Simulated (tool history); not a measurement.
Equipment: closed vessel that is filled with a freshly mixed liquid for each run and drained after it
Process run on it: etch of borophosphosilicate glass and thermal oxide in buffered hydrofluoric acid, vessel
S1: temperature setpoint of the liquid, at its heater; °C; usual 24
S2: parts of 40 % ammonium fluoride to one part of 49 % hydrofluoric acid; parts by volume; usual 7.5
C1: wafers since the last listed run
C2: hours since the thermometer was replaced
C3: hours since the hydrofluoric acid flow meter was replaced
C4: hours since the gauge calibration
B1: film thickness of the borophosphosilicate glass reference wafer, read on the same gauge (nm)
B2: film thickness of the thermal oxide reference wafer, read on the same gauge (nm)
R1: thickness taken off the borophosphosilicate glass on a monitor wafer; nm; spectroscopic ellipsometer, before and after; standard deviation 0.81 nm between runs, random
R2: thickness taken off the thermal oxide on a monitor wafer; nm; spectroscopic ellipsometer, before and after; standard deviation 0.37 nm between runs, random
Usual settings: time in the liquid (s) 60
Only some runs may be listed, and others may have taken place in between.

{"run": 1, "hour": 0.0, "S1": 24, "S2": 7.5, "time in the liquid (s)": 60, "C1": 0, "C2": 401.9, "C3": 496.8, "C4": 1990.4, "B1": 120.02, "B2": 90, "R1": 105.87, "R2": 88.65}
{"run": 2, "hour": 83.5, "S1": 24, "S2": 7.5, "time in the liquid (s)": 60, "C1": 9099, "C2": 485.4, "C3": 580.3, "C4": 2073.9, "B1": 120.02, "B2": 90, "R1": 107.23, "R2": 88.66}
{"run": 3, "hour": 124.9, "S1": 24, "S2": 7.5, "time in the liquid (s)": 60, "C1": 4511, "C2": 526.8, "C3": 621.7, "C4": 2115.3, "B1": 120, "B2": 89.99, "R1": 106.39, "R2": 88.8}
{"run": 4, "hour": 225.4, "S1": 24, "S2": 7.5, "time in the liquid (s)": 60, "C1": 10952, "C2": 627.3, "C3": 722.2, "C4": 2215.8, "B1": 120.03, "B2": 89.99, "R1": 106.79, "R2": 88.43}
{"run": 5, "hour": 264.8, "S1": 20, "S2": 6, "time in the liquid (s)": 60, "C1": 4293, "C2": 666.7, "C3": 761.6, "C4": 2255.2, "B1": 120.02, "B2": 89.99, "R1": 106.71, "R2": 87.71}
{"run": 6, "hour": 341.6, "S1": 28.5, "S2": 9.5, "time in the liquid (s)": 35, "C1": 8369, "C2": 743.5, "C3": 838.4, "C4": 2332, "B1": 120.03, "B2": 89.99, "R1": 62.68, "R2": 51.9}
{"hour": 355.8, "done": "hydrofluoric acid flow meter replaced"}
{"run": 7, "hour": 400.3, "S1": 26.5, "S2": 5.5, "time in the liquid (s)": 70, "C1": 6287, "C2": 802.2, "C3": 44.5, "C4": 2390.7, "B1": 119.99, "B2": 89.98, "R1": 190.66, "R2": 158.05}
{"run": 8, "hour": 472.3, "S1": 20, "S2": 6, "time in the liquid (s)": 60, "C1": 7846, "C2": 874.2, "C3": 116.5, "C4": 2462.7, "B1": 120.01, "B2": 90, "R1": 106.58, "R2": 87.57}
{"run": 9, "hour": 563.0, "S1": 24, "S2": 6.5, "time in the liquid (s)": 70, "C1": 9884, "C2": 964.9, "C3": 207.2, "C4": 2553.4, "B1": 120, "B2": 89.97, "R1": 144.13, "R2": 118.05}
{"run": 10, "hour": 631.2, "S1": 24, "S2": 7.5, "time in the liquid (s)": 60, "C1": 7432, "C2": 1033.1, "C3": 275.4, "C4": 2621.6, "B1": 119.98, "B2": 89.98, "R1": 107.59, "R2": 88.57}
{"hour": 661.7, "done": "gauge calibrated"}
{"run": 11, "hour": 681.4, "S1": 21.5, "S2": 7.5, "time in the liquid (s)": 60, "C1": 5470, "C2": 1083.3, "C3": 325.6, "C4": 19.7, "B1": 119.99, "B2": 90.04, "R1": 93.88, "R2": 77.67}
{"run": 12, "hour": 786.3, "S1": 24, "S2": 5, "time in the liquid (s)": 60, "C1": 11431, "C2": 1188.2, "C3": 430.5, "C4": 124.6, "B1": 119.99, "B2": 89.99, "R1": 153.11, "R2": 127.13}
{"run": 13, "hour": 856.6, "S1": 24, "S2": 7.5, "time in the liquid (s)": 60, "C1": 7661, "C2": 1258.5, "C3": 500.8, "C4": 194.9, "B1": 120.01, "B2": 90, "R1": 107.3, "R2": 88.44}
{"run": 14, "hour": 897.3, "S1": 22.5, "S2": 7.5, "time in the liquid (s)": 70, "C1": 4435, "C2": 1299.2, "C3": 541.5, "C4": 235.6, "B1": 120, "B2": 90.01, "R1": 116.41, "R2": 95.2}
{"hour": 904.7, "done": "thermometer replaced"}
{"run": 15, "hour": 996.3, "S1": 21, "S2": 5, "time in the liquid (s)": 85, "C1": 10679, "C2": 91.6, "C3": 640.5, "C4": 334.6, "B1": 119.99, "B2": 89.99, "R1": 187.04, "R2": 153.87}
{"run": 16, "hour": 1085.3, "S1": 22.5, "S2": 7.5, "time in the liquid (s)": 85, "C1": 9698, "C2": 180.6, "C3": 729.5, "C4": 423.6, "B1": 119.99, "B2": 90.03, "R1": 137.25, "R2": 115.71}
{"run": 17, "hour": 1160.5, "S1": 24, "S2": 10, "time in the liquid (s)": 60, "C1": 8195, "C2": 255.8, "C3": 804.7, "C4": 498.8, "B1": 119.99, "B2": 90.01, "R1": 81.57, "R2": 68.2}
{"run": 18, "hour": 1227.0, "S1": 24, "S2": 7.5, "time in the liquid (s)": 60, "C1": 7246, "C2": 322.3, "C3": 871.2, "C4": 565.3, "B1": 120.02, "B2": 89.96, "R1": 106.8, "R2": 88.67}
{"hour": 1251.0, "done": "hydrofluoric acid flow meter replaced"}
{"run": 19, "hour": 1272.0, "S1": 24, "S2": 7.5, "time in the liquid (s)": 80, "C1": 4794, "C2": 367.3, "C3": 21, "C4": 610.3, "B1": 120.02, "B2": 90.02, "R1": 141.17, "R2": 118.61}
{"run": 20, "hour": 1319.1, "S1": 24, "S2": 8.5, "time in the liquid (s)": 85, "C1": 5132, "C2": 414.4, "C3": 68.1, "C4": 657.4, "B1": 120.01, "B2": 90.01, "R1": 131.5, "R2": 109.1}
{"run": 21, "hour": 1375.8, "S1": 24, "S2": 7.5, "time in the liquid (s)": 60, "C1": 6178, "C2": 471.1, "C3": 124.8, "C4": 714.1, "B1": 120.03, "B2": 90.02, "R1": 106.11, "R2": 88.57}
{"run": 22, "hour": 1441.4, "S1": 24, "S2": 7.5, "time in the liquid (s)": 30, "C1": 7148, "C2": 536.7, "C3": 190.4, "C4": 779.7, "B1": 119.98, "B2": 90.01, "R1": 53.44, "R2": 44.26}
{"run": 23, "hour": 1545.8, "S1": 20, "S2": 10, "time in the liquid (s)": 85, "C1": 11377, "C2": 641.1, "C3": 294.8, "C4": 884.1, "B1": 120.01, "B2": 90, "R1": 93.34, "R2": 77.2}
{"run": 24, "hour": 1596.5, "S1": 24, "S2": 7.5, "time in the liquid (s)": 75, "C1": 5525, "C2": 691.8, "C3": 345.5, "C4": 934.8, "B1": 120.01, "B2": 90.01, "R1": 132.27, "R2": 111.18}
{"run": 25, "hour": 1686.1, "S1": 26.5, "S2": 7.5, "time in the liquid (s)": 90, "C1": 9764, "C2": 781.4, "C3": 435.1, "C4": 1024.4, "B1": 119.99, "B2": 90.02, "R1": 182.26, "R2": 152.79}
{"run": 26, "hour": 1776.1, "S1": 25.5, "S2": 5, "time in the liquid (s)": 95, "C1": 9807, "C2": 871.4, "C3": 525.1, "C4": 1114.4, "B1": 119.98, "B2": 89.96, "R1": 265.77, "R2": 219.19}

Give the tool's hidden conditions for every run:
liquid hotter than its thermometer reads (K): 0, the same for each run
hydrofluoric acid flow below the setpoint (%): 0, the same for each run
gauge reads high (%): 0, the same for each run

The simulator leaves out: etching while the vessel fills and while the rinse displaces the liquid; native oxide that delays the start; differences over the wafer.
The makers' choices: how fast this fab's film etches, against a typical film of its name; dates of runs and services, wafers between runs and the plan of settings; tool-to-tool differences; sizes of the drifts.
